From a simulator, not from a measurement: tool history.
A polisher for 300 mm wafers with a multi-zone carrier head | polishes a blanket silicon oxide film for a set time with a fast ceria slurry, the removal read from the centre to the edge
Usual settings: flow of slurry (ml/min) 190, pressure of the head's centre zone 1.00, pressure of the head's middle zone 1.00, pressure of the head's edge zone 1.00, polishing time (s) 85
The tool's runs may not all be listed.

run,day,flow of slurry (ml/min),pressure of the head's centre zone,pressure of the head's middle zone,pressure of the head's edge zone,polishing time (s),wafers since the last listed run,wafers polished on this pad,hours since the slurry nozzle was cleaned,hours since the centre zone pressure was calibrated,hours since the edge zone pressure was calibrated,hours since the carrier head's membrane was replaced,"incoming thickness of the incoming film, nm",film removed at the wafer's centre (nm),film removed at mid-radius (nm),film removed at the wafer's edge (nm)
1,0.000,190,1.08,1.00,1.00,85,0,540,11.5,524.6,513.7,1149.6,2703.2,786.8,693.9,703.1
2,2.100,190,1.00,1.00,1.00,85,356,896,61.9,575.0,564.1,1200.0,2698.2,677.6,675.7,683.8
3,4.283,190,1.00,1.00,1.00,85,370,1266,114.3,627.4,616.5,1252.4,2673.5,653.6,638.7,655.6
# day 6.321: worn pad replaced by a new one
4,7.200,190,1.04,1.00,1.00,104,466,149,184.3,697.4,686.5,1322.4,2692.2,920.6,858.6,874.6
5,8.292,190,1.00,1.00,1.00,85,185,334,210.5,723.6,712.7,1348.6,2647.4,724.8,716.1,691.5
6,11.138,190,1.00,1.00,1.00,96,482,817,278.8,791.9,781.0,1416.9,2660.4,796.6,793.7,791.3
7,13.667,190,1.00,1.00,1.00,96,429,1246,339.5,852.6,841.7,1477.6,2690.3,749.9,739.0,721.1
# day 15.421: worn pad replaced by a new one
8,16.362,190,1.00,1.00,1.00,96,429,159,404.2,917.3,906.4,1542.3,2677.8,834.1,805.5,807.1
# day 17.100: slurry nozzle cleaned
# day 17.467: centre zone pressure recalibrated
9,18.642,190,1.00,1.00,1.00,85,365,525,37.0,28.2,961.1,1597.0,2647.4,715.5,706.4,682.4
10,19.996,145,1.00,1.00,1.00,85,229,755,69.5,60.7,993.6,1629.5,2674.8,679.5,675.2,653.6
# day 24.167: worn pad replaced by a new one
# day 27.050: edge zone pressure recalibrated
11,28.804,190,1.00,1.00,1.00,96,1451,772,280.9,272.1,42.1,1840.9,2665.2,788.5,776.6,775.8
# day 29.262: carrier head's membrane replaced by a new one
# day 32.804: worn pad replaced by a new one
12,33.167,190,0.93,1.07,1.00,85,676,61,385.6,376.8,146.8,93.7,2681.3,682.7,762.5,709.0
# day 33.483: slurry nozzle cleaned
13,34.462,215,0.89,1.11,0.91,85,212,274,23.5,407.9,177.9,124.8,2687.1,663.5,795.2,690.3
14,35.942,190,1.00,1.00,1.00,85,250,525,59.0,443.4,213.4,160.3,2681.9,729.4,692.5,717.5
15,37.800,190,1.00,1.04,1.10,85,315,840,103.6,488.0,258.0,204.9,2651.3,695.9,712.6,711.8
# day 40.196: worn pad replaced by a new one
16,43.050,150,1.00,1.00,1.00,67,862,484,229.6,614.0,384.0,330.9,2714.7,552.7,560.2,539.2

Forecast each of these 5 alternatives for the next run:
A,43.071,190,1.00,1.00,1.00,85,3,487,230.1,614.5,384.5,331.4,2682.0,?,?,?
B,43.071,190,1.00,0.95,1.00,85,3,487,230.1,614.5,384.5,331.4,2682.0,?,?,?
C,43.071,190,1.05,1.00,0.91,85,3,487,230.1,614.5,384.5,331.4,2682.0,?,?,?
D,43.071,190,1.06,1.03,1.00,85,3,487,230.1,614.5,384.5,331.4,2682.0,?,?,?
E,43.071,245,1.00,1.04,1.00,112,3,487,230.1,614.5,384.5,331.4,2682.0,?,?,?

run,film removed at the wafer's centre (nm),film removed at mid-radius (nm),film removed at the wafer's edge (nm)
A,728.3,704.0,694.3
B,728.1,679.9,694.7
C,765.0,703.9,669.6
D,772.5,718.2,694.1
E,985.5,975.8,930.7
Without the tool's hidden state the same runs would have given:
run,film removed at the wafer's centre (nm),film removed at mid-radius (nm),film removed at the wafer's edge (nm)
A,742.0,717.2,707.3
B,741.8,692.6,707.7
C,779.4,717.1,682.1
D,787.0,731.7,707.1
E,1004.0,994.1,948.2
